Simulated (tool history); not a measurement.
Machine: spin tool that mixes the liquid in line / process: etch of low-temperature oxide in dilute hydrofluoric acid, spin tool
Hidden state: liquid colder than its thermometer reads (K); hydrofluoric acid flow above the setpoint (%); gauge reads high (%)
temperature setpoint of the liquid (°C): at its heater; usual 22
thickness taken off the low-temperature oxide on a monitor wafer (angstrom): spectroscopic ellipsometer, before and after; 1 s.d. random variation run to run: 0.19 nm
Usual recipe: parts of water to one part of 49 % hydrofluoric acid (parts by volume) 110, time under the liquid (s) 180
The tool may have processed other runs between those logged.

run   hour  temperature setpoint of the liquid (°C)  parts of water to one part of 49 % hydrofluoric acid (parts by volume)  time under the liquid (s)  wafers since the last listed run  hours since the thermometer was replaced  hours since the hydrofluoric acid flow meter was replaced  hours since the gauge calibration  read-back film thickness of the low-temperature oxide reference wafer, read on the same gauge (nm)  thickness taken off the low-temperature oxide on a monitor wafer (angstrom)
  1      0                                       22                                                                     110                        180                                 0                                     788.3                                                     1160.1                                940                                                                                              129.98                                                                        431.2
  2   34.5                                       22                                                                     110                        180                               177                                     822.8                                                     1194.6                              974.5                                                                                              130.01                                                                        435.5
  3   49.7                                       22                                                                     110                        180                                78                                       838                                                     1209.8                              989.7                                                                                                 130                                                                        430.8
  4   75.8                                       22                                                                     110                        200                               134                                     864.1                                                     1235.9                             1015.8                                                                                              130.01                                                                        482.4
  5  106.9                                       22                                                                     110                        200                               160                                     895.2                                                       1267                             1046.9                                                                                              129.97                                                                        481.7
  6  141.1                                       22                                                                     110                        180                               176                                     929.4                                                     1301.2                             1081.1                                                                                              129.98                                                                        431.4
  7  172.8                                       22                                                                     110                        180                               163                                     961.1                                                     1332.9                             1112.8                                                                                                 130                                                                        432.8
  8  185.1                                       22                                                                     110                        180                                63                                     973.4                                                     1345.2                             1125.1                                                                                              129.96                                                                        431.8
  9    220                                       22                                                                     110                        180                               179                                    1008.3                                                     1380.1                               1160                                                                                              130.01                                                                        431.2
 10  245.4                                       22                                                                     110                        180                               130                                    1033.7                                                     1405.5                             1185.4                                                                                              130.03                                                                        430.2
     264.7  -- thermometer replaced
 11    266                                       22                                                                      60                        180                               100                                       1.3                                                     1426.1                               1206                                                                                              129.99                                                                        889.4
     290.8  -- gauge calibrated
     294.1  -- hydrofluoric acid flow meter replaced
 12  300.3                                       22                                                                     110                        180                               171                                      35.6                                                        6.2                                9.5                                                                                              129.97                                                                        437.1
 13  332.8                                       26                                                                      80                        180                               167                                      68.1                                                       38.7                                 42                                                                                              129.99                                                                        725.3
 14  403.5                                       22                                                                     110                        180                               364                                     138.8                                                      109.4                              112.7                                                                                              129.98                                                                        435.3
 15  423.3                                       22                                                                      85                         85                               102                                     158.6                                                      129.2                              132.5                                                                                              130.03                                                                        276.3
 16  450.7                                       22                                                                      85                        180                               141                                       186                                                      156.6                              159.9                                                                                              129.98                                                                        587.7
 17  466.4                                       24                                                                     140                        275                                80                                     201.7                                                      172.3                              175.6                                                                                              129.95                                                                        550.2
 18  496.5                                       25                                                                      55                        275                               155                                     231.8                                                      202.4                              205.7                                                                                              129.97                                                                       1614.9
 19    510                                       22                                                                     110                        245                                69                                     245.3                                                      215.9                              219.2                                                                                              129.99                                                                        593.1
 20  545.7                                     24.5                                                                     140                        115                               183                                       281                                                      251.6                              254.9                                                                                              130.03                                                                        234.6
 21  567.2                                     20.5                                                                      60                        180                               110                                     302.5                                                      273.1                              276.4                                                                                              129.98                                                                        795.1
 22  592.9                                     20.5                                                                     160                         75                               132                                     328.2                                                      298.8                              302.1                                                                                              130.05                                                                        111.6
 23  621.2                                       22                                                                     110                        180                               145                                     356.5                                                      327.1                              330.4                                                                                                 130                                                                        439.6
 24  633.4                                       22                                                                     110                        180                                62                                     368.7                                                      339.3                              342.6                                                                                              129.97                                                                        437.2
 25  657.7                                       26                                                                      80                        125                               125                                       393                                                      363.6                              366.9                                                                                              130.04                                                                        503.8
 26    687                                     17.5                                                                      55                        130                               150                                     422.3                                                      392.9                              396.2                                                                                              130.05                                                                        552.8
 27  715.7                                       22                                                                     110                        180                               147                                       451                                                      421.6                              424.9                                                                                              130.01                                                                        431.4
 28  728.6                                       25                                                                     110                        280                                66                                     463.9                                                      434.5                              437.8                                                                                              130.04                                                                        761.7
 29  760.1                                       26                                                                     125                        145                               162                                     495.4                                                        466                              469.3                                                                                              129.97                                                                          353
 30  794.8                                       22                                                                     155                        180                               178                                     530.1                                                      500.7                                504                                                                                              129.98                                                                        292.8
 31  812.5                                       22                                                                     110                        140                                91                                     547.8                                                      518.4                              521.7                                                                                                 130                                                                        338.2

Alternative continuations, all from the tool just after run 31; predict every row:
  A   813                                       22                                                                     110                        180                                 2                                     548.3                                                      518.9                              522.2                                                                                                   ?                                                                            ?
  B   813                                     26.5                                                                     145                        245                                 2                                     548.3                                                      518.9                              522.2                                                                                                   ?                                                                            ?
  C   813                                       22                                                                      90                        245                                 2                                     548.3                                                      518.9                              522.2                                                                                                   ?                                                                            ?
  D   813                                     23.5                                                                     135                        275                                 2                                     548.3                                                      518.9                              522.2                                                                                                   ?                                                                            ?
  E   813                                       22                                                                      90                        180                                 2                                     548.3                                                      518.9                              522.2                                                                                                   ?                                                                            ?

run  read-back film thickness of the low-temperature oxide reference wafer, read on the same gauge (nm)  thickness taken off the low-temperature oxide on a monitor wafer (angstrom)
  A                                                                                              130.01                                                                        434.1
  B                                                                                              130.01                                                                        513.2
  C                                                                                              130.01                                                                        738.8
  D                                                                                              130.01                                                                        557.8
  E                                                                                              130.01                                                                        542.8
What these runs would have given with no unlogged condition in the tool:
run  thickness taken off the low-temperature oxide on a monitor wafer (angstrom)
  A                                                                        439.6
  B                                                                        518.4
  C                                                                        748.7
  D                                                                        564.1
  E                                                                        550.1
